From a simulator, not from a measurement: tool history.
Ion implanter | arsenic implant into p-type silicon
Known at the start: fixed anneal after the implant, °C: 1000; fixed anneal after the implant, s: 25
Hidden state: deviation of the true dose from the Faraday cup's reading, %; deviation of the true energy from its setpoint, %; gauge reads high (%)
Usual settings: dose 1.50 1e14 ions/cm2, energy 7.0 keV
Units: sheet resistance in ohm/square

| run | hour | dose | energy | wafers since the last listed run | hours since the last dose calibration | hours since the extraction supply was calibrated | hours since the gauge calibration | read-back reference wafer on the same gauge, sheet resistance | sheet resistance |
|---|---|---|---|---|---|---|---|---|---|
| 1 | 0.0 | 1.50 | 7.0 | 0 | 294.7 | 3044.6 | 2300.1 | 494.62 | 603.04 |
| 2 | 58.3 | 1.69 | 7.0 | 1316 | 353.0 | 3102.9 | 2358.4 | 494.26 | 543.84 |
| 3 | 123.2 | 1.69 | 7.0 | 1464 | 417.9 | 3167.8 | 2423.3 | 493.37 | 557.77 |
| 4 | 164.7 | 1.65 | 5.5 | 936 | 459.4 | 3209.3 | 2464.8 | 493.81 | 577.27 |
|  | 220.6 | Faraday cup replaced and dose calibrated |
| 5 | 256.5 | 1.65 | 5.5 | 1891 | 35.9 | 3301.1 | 2556.6 | 493.43 | 571.34 |
| 6 | 343.2 | 1.50 | 5.5 | 1957 | 122.6 | 3387.8 | 2643.3 | 494.13 | 616.69 |
| 7 | 385.8 | 1.50 | 5.5 | 961 | 165.2 | 3430.4 | 2685.9 | 493.62 | 619.53 |
| 8 | 422.8 | 1.50 | 5.5 | 835 | 202.2 | 3467.4 | 2722.9 | 493.65 | 616.66 |
| 9 | 497.1 | 1.50 | 7.0 | 1677 | 276.5 | 3541.7 | 2797.2 | 493.38 | 600.31 |
| 10 | 600.4 | 1.50 | 6.5 | 2331 | 379.8 | 3645.0 | 2900.5 | 494.10 | 608.55 |
| 11 | 654.4 | 1.50 | 6.5 | 1218 | 433.8 | 3699.0 | 2954.5 | 493.67 | 614.66 |
| 12 | 741.1 | 1.50 | 6.5 | 1957 | 520.5 | 3785.7 | 3041.2 | 493.69 | 618.15 |
|  | 779.1 | Faraday cup replaced and dose calibrated |
| 13 | 779.8 | 1.50 | 7.0 | 692 | 0.7 | 3824.4 | 3079.9 | 494.45 | 606.60 |
| 14 | 866.4 | 1.50 | 6.0 | 1954 | 87.3 | 3911.0 | 3166.5 | 493.68 | 605.90 |
| 15 | 953.4 | 1.50 | 6.0 | 1963 | 174.3 | 3998.0 | 3253.5 | 493.89 | 611.55 |
| 16 | 1030.0 | 1.50 | 6.0 | 1729 | 250.9 | 4074.6 | 3330.1 | 494.29 | 611.15 |
|  | 1060.9 | extraction supply calibrated |
| 17 | 1087.1 | 1.50 | 7.0 | 1108 | 308.0 | 26.2 | 3387.2 | 493.59 | 608.07 |
|  | 1108.0 | gauge calibrated |
| 18 | 1137.4 | 1.50 | 7.0 | 1135 | 358.3 | 76.5 | 29.4 | 493.75 | 603.44 |
| 19 | 1214.9 | 1.65 | 9.5 | 1749 | 435.8 | 154.0 | 106.9 | 494.28 | 546.50 |
| 20 | 1295.8 | 1.84 | 9.5 | 1826 | 516.7 | 234.9 | 187.8 | 494.12 | 501.43 |
|  | 1340.5 | Faraday cup replaced and dose calibrated |
| 21 | 1397.5 | 1.50 | 7.0 | 2115 | 57.0 | 336.6 | 289.5 | 493.29 | 612.66 |
| 22 | 1583.6 | 1.85 | 9.5 | 4200 | 243.1 | 522.7 | 475.6 | 494.34 | 502.08 |
| 23 | 1643.7 | 1.37 | 7.5 | 1356 | 303.2 | 582.8 | 535.7 | 494.36 | 646.10 |
| 24 | 1745.2 | 1.50 | 7.0 | 2291 | 404.7 | 684.3 | 637.2 | 494.61 | 607.86 |
| 25 | 1819.2 | 1.08 | 8.0 | 1670 | 478.7 | 758.3 | 711.2 | 493.38 | 770.93 |
|  | 1887.0 | Faraday cup replaced and dose calibrated |
| 26 | 1898.3 | 1.37 | 6.0 | 1604 | 11.3 | 837.4 | 790.3 | 494.60 | 659.54 |
| 27 | 1942.8 | 1.19 | 7.0 | 1004 | 55.8 | 881.9 | 834.8 | 494.56 | 725.07 |
| 28 | 2046.8 | 1.84 | 6.5 | 2347 | 159.8 | 985.9 | 938.8 | 494.48 | 521.58 |
| 29 | 2115.8 | 1.35 | 7.0 | 1557 | 228.8 | 1054.9 | 1007.8 | 494.13 | 656.20 |
| 30 | 2154.5 | 1.88 | 8.0 | 873 | 267.5 | 1093.6 | 1046.5 | 493.69 | 501.94 |
| 31 | 2248.1 | 1.50 | 7.0 | 2112 | 361.1 | 1187.2 | 1140.1 | 493.95 | 600.20 |
| 32 | 2319.5 | 1.15 | 9.0 | 1611 | 432.5 | 1258.6 | 1211.5 | 495.01 | 722.61 |
| 33 | 2366.0 | 1.86 | 5.5 | 1049 | 479.0 | 1305.1 | 1258.0 | 494.06 | 526.78 |
|  | 2418.8 | Faraday cup replaced and dose calibrated |
| 34 | 2465.3 | 1.29 | 7.0 | 2060 | 46.5 | 1404.4 | 1357.3 | 495.24 | 686.89 |
| 35 | 2505.1 | 1.37 | 9.0 | 898 | 86.3 | 1444.2 | 1397.1 | 493.98 | 629.81 |
| 36 | 2580.1 | 1.50 | 7.0 | 1692 | 161.3 | 1519.2 | 1472.1 | 493.02 | 601.72 |
| 37 | 2661.9 | 1.93 | 8.0 | 1846 | 243.1 | 1601.0 | 1553.9 | 493.55 | 486.64 |

Forecast each of these 4 alternatives for the next run:
| A | 2662.3 | 1.50 | 9.0 | 9 | 243.5 | 1601.4 | 1554.3 | ? | ? |
| B | 2662.3 | 1.93 | 8.5 | 9 | 243.5 | 1601.4 | 1554.3 | ? | ? |
| C | 2662.3 | 1.92 | 6.0 | 9 | 243.5 | 1601.4 | 1554.3 | ? | ? |
| D | 2662.3 | 1.11 | 5.0 | 9 | 243.5 | 1601.4 | 1554.3 | ? | ? |

| run | read-back reference wafer on the same gauge, sheet resistance | sheet resistance |
|---|---|---|
| A | 494.24 | 585.49 |
| B | 494.24 | 485.00 |
| C | 494.24 | 503.21 |
| D | 494.24 | 787.19 |
Without the tool's hidden state the same runs would have given:
| run | sheet resistance |
|---|---|
| A | 585.49 |
| B | 485.00 |
| C | 503.21 |
| D | 787.19 |

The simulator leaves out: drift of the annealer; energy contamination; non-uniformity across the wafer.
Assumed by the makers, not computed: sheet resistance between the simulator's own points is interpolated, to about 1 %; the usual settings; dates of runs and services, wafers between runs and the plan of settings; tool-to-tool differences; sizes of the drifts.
